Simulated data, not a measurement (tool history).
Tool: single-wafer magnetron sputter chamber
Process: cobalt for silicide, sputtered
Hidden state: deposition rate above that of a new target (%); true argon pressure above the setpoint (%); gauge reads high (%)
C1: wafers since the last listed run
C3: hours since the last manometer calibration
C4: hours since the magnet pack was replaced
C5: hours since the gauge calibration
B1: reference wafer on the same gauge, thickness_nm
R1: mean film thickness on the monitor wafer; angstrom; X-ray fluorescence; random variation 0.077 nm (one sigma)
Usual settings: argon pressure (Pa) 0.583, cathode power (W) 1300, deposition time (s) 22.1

{"run": 1, "hour": 0.0, "argon pressure (Pa)": 0.583, "cathode power (W)": 1300, "deposition time (s)": 22.1, "C1": 0, "wafers on the sputter target": 5060, "C3": 1076.2, "C4": 11997.4, "C5": 1656.4, "B1": 11.68, "R1": 142.92}
{"run": 2, "hour": 69.7, "argon pressure (Pa)": 0.583, "cathode power (W)": 1300, "deposition time (s)": 22.1, "C1": 984, "wafers on the sputter target": 6045, "C3": 1145.9, "C4": 12067.1, "C5": 1726.1, "B1": 11.686, "R1": 144.97}
{"run": 3, "hour": 143.4, "argon pressure (Pa)": 0.583, "cathode power (W)": 1300, "deposition time (s)": 22.1, "C1": 1040, "wafers on the sputter target": 7086, "C3": 1219.6, "C4": 12140.8, "C5": 1799.8, "B1": 11.702, "R1": 143.93}
{"hour": 174.6, "done": "sputter target and shields replaced"}
{"run": 4, "hour": 230.2, "argon pressure (Pa)": 0.583, "cathode power (W)": 1300, "deposition time (s)": 22.1, "C1": 1112, "wafers on the sputter target": 785, "C3": 1306.4, "C4": 12227.6, "C5": 1886.6, "B1": 11.727, "R1": 144.73}
{"run": 5, "hour": 277.4, "argon pressure (Pa)": 0.583, "cathode power (W)": 1300, "deposition time (s)": 22.1, "C1": 666, "wafers on the sputter target": 1452, "C3": 1353.6, "C4": 12274.8, "C5": 1933.8, "B1": 11.727, "R1": 144.55}
{"run": 6, "hour": 332.8, "argon pressure (Pa)": 0.583, "cathode power (W)": 1300, "deposition time (s)": 22.1, "C1": 782, "wafers on the sputter target": 2234, "C3": 1409.0, "C4": 12330.2, "C5": 1989.2, "B1": 11.739, "R1": 143.0}
{"run": 7, "hour": 394.1, "argon pressure (Pa)": 0.583, "cathode power (W)": 1300, "deposition time (s)": 22.1, "C1": 865, "wafers on the sputter target": 3100, "C3": 1470.3, "C4": 12391.5, "C5": 2050.5, "B1": 11.749, "R1": 142.58}
{"run": 8, "hour": 491.6, "argon pressure (Pa)": 0.583, "cathode power (W)": 1300, "deposition time (s)": 18.7, "C1": 1376, "wafers on the sputter target": 4477, "C3": 1567.8, "C4": 12489.0, "C5": 2148.0, "B1": 11.756, "R1": 122.86}
{"run": 9, "hour": 598.7, "argon pressure (Pa)": 0.583, "cathode power (W)": 1300, "deposition time (s)": 23.7, "C1": 1512, "wafers on the sputter target": 5989, "C3": 1674.9, "C4": 12596.1, "C5": 2255.1, "B1": 11.79, "R1": 155.13}
{"run": 10, "hour": 693.6, "argon pressure (Pa)": 0.583, "cathode power (W)": 1300, "deposition time (s)": 23.7, "C1": 1340, "wafers on the sputter target": 7330, "C3": 1769.8, "C4": 12691.0, "C5": 2350.0, "B1": 11.802, "R1": 155.05}
{"run": 11, "hour": 749.8, "argon pressure (Pa)": 0.583, "cathode power (W)": 1300, "deposition time (s)": 22.1, "C1": 793, "wafers on the sputter target": 8123, "C3": 1826.0, "C4": 12747.2, "C5": 2406.2, "B1": 11.809, "R1": 145.38}
{"hour": 771.4, "done": "magnet pack replaced"}
{"hour": 773.7, "done": "sputter target and shields replaced"}
{"run": 12, "hour": 836.8, "argon pressure (Pa)": 0.583, "cathode power (W)": 1300, "deposition time (s)": 22.1, "C1": 1082, "wafers on the sputter target": 890, "C3": 1913.0, "C4": 65.4, "C5": 2493.2, "B1": 11.829, "R1": 144.19}
{"hour": 850.8, "done": "capacitance manometer re-zeroed and calibrated"}
{"run": 13, "hour": 877.8, "argon pressure (Pa)": 0.452, "cathode power (W)": 1300, "deposition time (s)": 22.1, "C1": 466, "wafers on the sputter target": 1356, "C3": 27.0, "C4": 106.4, "C5": 2534.2, "B1": 11.843, "R1": 149.84}
{"run": 14, "hour": 979.6, "argon pressure (Pa)": 0.452, "cathode power (W)": 1300, "deposition time (s)": 22.1, "C1": 1437, "wafers on the sputter target": 2794, "C3": 128.8, "C4": 208.2, "C5": 2636.0, "B1": 11.858, "R1": 149.87}
{"run": 15, "hour": 1074.2, "argon pressure (Pa)": 0.583, "cathode power (W)": 1150, "deposition time (s)": 22.1, "C1": 1336, "wafers on the sputter target": 4130, "C3": 223.4, "C4": 302.8, "C5": 2730.6, "B1": 11.881, "R1": 129.26}
{"run": 16, "hour": 1143.7, "argon pressure (Pa)": 0.766, "cathode power (W)": 1500, "deposition time (s)": 22.1, "C1": 981, "wafers on the sputter target": 5111, "C3": 292.9, "C4": 372.3, "C5": 2800.1, "B1": 11.899, "R1": 161.09}
{"run": 17, "hour": 1229.7, "argon pressure (Pa)": 0.374, "cathode power (W)": 1400, "deposition time (s)": 22.1, "C1": 1214, "wafers on the sputter target": 6326, "C3": 378.9, "C4": 458.3, "C5": 2886.1, "B1": 11.921, "R1": 165.62}
{"run": 18, "hour": 1282.9, "argon pressure (Pa)": 0.583, "cathode power (W)": 1400, "deposition time (s)": 22.1, "C1": 751, "wafers on the sputter target": 7077, "C3": 432.1, "C4": 511.5, "C5": 2939.3, "B1": 11.93, "R1": 157.25}
{"hour": 1327.2, "done": "gauge calibrated"}
{"hour": 1363.4, "done": "sputter target and shields replaced"}
{"run": 19, "hour": 1416.6, "argon pressure (Pa)": 0.583, "cathode power (W)": 1300, "deposition time (s)": 22.1, "C1": 1775, "wafers on the sputter target": 751, "C3": 565.8, "C4": 645.2, "C5": 89.4, "B1": 11.511, "R1": 142.19}
{"run": 20, "hour": 1474.9, "argon pressure (Pa)": 0.441, "cathode power (W)": 1500, "deposition time (s)": 24.2, "C1": 823, "wafers on the sputter target": 1574, "C3": 624.1, "C4": 703.5, "C5": 147.7, "B1": 11.511, "R1": 183.7}
{"run": 21, "hour": 1550.4, "argon pressure (Pa)": 0.583, "cathode power (W)": 1300, "deposition time (s)": 22.1, "C1": 1066, "wafers on the sputter target": 2641, "C3": 699.6, "C4": 779.0, "C5": 223.2, "B1": 11.5, "R1": 141.15}
{"run": 22, "hour": 1638.2, "argon pressure (Pa)": 0.809, "cathode power (W)": 1050, "deposition time (s)": 19.8, "C1": 1240, "wafers on the sputter target": 3881, "C3": 787.4, "C4": 866.8, "C5": 311.0, "B1": 11.522, "R1": 98.18}
{"run": 23, "hour": 1743.2, "argon pressure (Pa)": 0.583, "cathode power (W)": 1300, "deposition time (s)": 22.1, "C1": 1482, "wafers on the sputter target": 5364, "C3": 892.4, "C4": 971.8, "C5": 416.0, "B1": 11.53, "R1": 142.02}
{"run": 24, "hour": 1826.0, "argon pressure (Pa)": 0.747, "cathode power (W)": 1300, "deposition time (s)": 25.7, "C1": 1169, "wafers on the sputter target": 6533, "C3": 975.2, "C4": 1054.6, "C5": 498.8, "B1": 11.52, "R1": 157.68}
{"run": 25, "hour": 1892.9, "argon pressure (Pa)": 0.436, "cathode power (W)": 1200, "deposition time (s)": 20.7, "C1": 944, "wafers on the sputter target": 7478, "C3": 1042.1, "C4": 1121.5, "C5": 565.7, "B1": 11.525, "R1": 126.65}
{"hour": 1937.1, "done": "sputter target and shields replaced"}
{"run": 26, "hour": 1937.6, "argon pressure (Pa)": 0.583, "cathode power (W)": 1300, "deposition time (s)": 22.1, "C1": 518, "wafers on the sputter target": 7, "C3": 1086.8, "C4": 1166.2, "C5": 610.4, "B1": 11.516, "R1": 140.08}
{"run": 27, "hour": 2016.1, "argon pressure (Pa)": 0.583, "cathode power (W)": 1300, "deposition time (s)": 22.1, "C1": 1108, "wafers on the sputter target": 1116, "C3": 1165.3, "C4": 1244.7, "C5": 688.9, "B1": 11.527, "R1": 141.49}
{"run": 28, "hour": 2065.9, "argon pressure (Pa)": 0.583, "cathode power (W)": 1500, "deposition time (s)": 22.1, "C1": 703, "wafers on the sputter target": 1819, "C3": 1215.1, "C4": 1294.5, "C5": 738.7, "B1": 11.534, "R1": 162.28}
{"run": 29, "hour": 2153.8, "argon pressure (Pa)": 0.69, "cathode power (W)": 1100, "deposition time (s)": 17.8, "C1": 1241, "wafers on the sputter target": 3060, "C3": 1303.0, "C4": 1382.4, "C5": 826.6, "B1": 11.537, "R1": 94.7}
{"run": 30, "hour": 2234.9, "argon pressure (Pa)": 0.467, "cathode power (W)": 1300, "deposition time (s)": 23.2, "C1": 1145, "wafers on the sputter target": 4206, "C3": 1384.1, "C4": 1463.5, "C5": 907.7, "B1": 11.548, "R1": 151.46}
{"run": 31, "hour": 2332.1, "argon pressure (Pa)": 0.583, "cathode power (W)": 1200, "deposition time (s)": 20.4, "C1": 1372, "wafers on the sputter target": 5578, "C3": 1481.3, "C4": 1560.7, "C5": 1004.9, "B1": 11.538, "R1": 120.31}
{"run": 32, "hour": 2377.6, "argon pressure (Pa)": 0.483, "cathode power (W)": 1150, "deposition time (s)": 22.1, "C1": 642, "wafers on the sputter target": 6221, "C3": 1526.8, "C4": 1606.2, "C5": 1050.4, "B1": 11.551, "R1": 127.69}
{"run": 33, "hour": 2458.9, "argon pressure (Pa)": 0.378, "cathode power (W)": 1000, "deposition time (s)": 18.1, "C1": 1148, "wafers on the sputter target": 7369, "C3": 1608.1, "C4": 1687.5, "C5": 1131.7, "B1": 11.571, "R1": 93.49}
{"hour": 2562.1, "done": "sputter target and shields replaced"}
{"run": 34, "hour": 2587.0, "argon pressure (Pa)": 0.46, "cathode power (W)": 1400, "deposition time (s)": 20.9, "C1": 1696, "wafers on the sputter target": 352, "C3": 1736.2, "C4": 1815.6, "C5": 1259.8, "B1": 11.571, "R1": 148.99}
{"run": 35, "hour": 2658.6, "argon pressure (Pa)": 0.583, "cathode power (W)": 1300, "deposition time (s)": 22.1, "C1": 1011, "wafers on the sputter target": 1363, "C3": 1807.8, "C4": 1887.2, "C5": 1331.4, "B1": 11.587, "R1": 143.76}

3 ways to go on from here, each from the tool as it stands after run 35. What would each give?
{"run": "A", "hour": 2659.0, "argon pressure (Pa)": 0.583, "cathode power (W)": 1300, "deposition time (s)": 22.1, "C1": 5, "wafers on the sputter target": 1369, "C3": 1808.2, "C4": 1887.6, "C5": 1331.8, "B1": "?", "R1": "?"}
{"run": "B", "hour": 2659.0, "argon pressure (Pa)": 0.583, "cathode power (W)": 1150, "deposition time (s)": 20.3, "C1": 5, "wafers on the sputter target": 1369, "C3": 1808.2, "C4": 1887.6, "C5": 1331.8, "B1": "?", "R1": "?"}
{"run": "C", "hour": 2659.0, "argon pressure (Pa)": 0.701, "cathode power (W)": 1200, "deposition time (s)": 24.9, "C1": 5, "wafers on the sputter target": 1369, "C3": 1808.2, "C4": 1887.6, "C5": 1331.8, "B1": "?", "R1": "?"}

run=A B1=11.595 R1=141.61
run=B B1=11.595 R1=115.06
run=C B1=11.595 R1=143.62
Without the tool's hidden state the same runs would have given:
run=A R1=140.59
run=B R1=114.23
run=C R1=142.59

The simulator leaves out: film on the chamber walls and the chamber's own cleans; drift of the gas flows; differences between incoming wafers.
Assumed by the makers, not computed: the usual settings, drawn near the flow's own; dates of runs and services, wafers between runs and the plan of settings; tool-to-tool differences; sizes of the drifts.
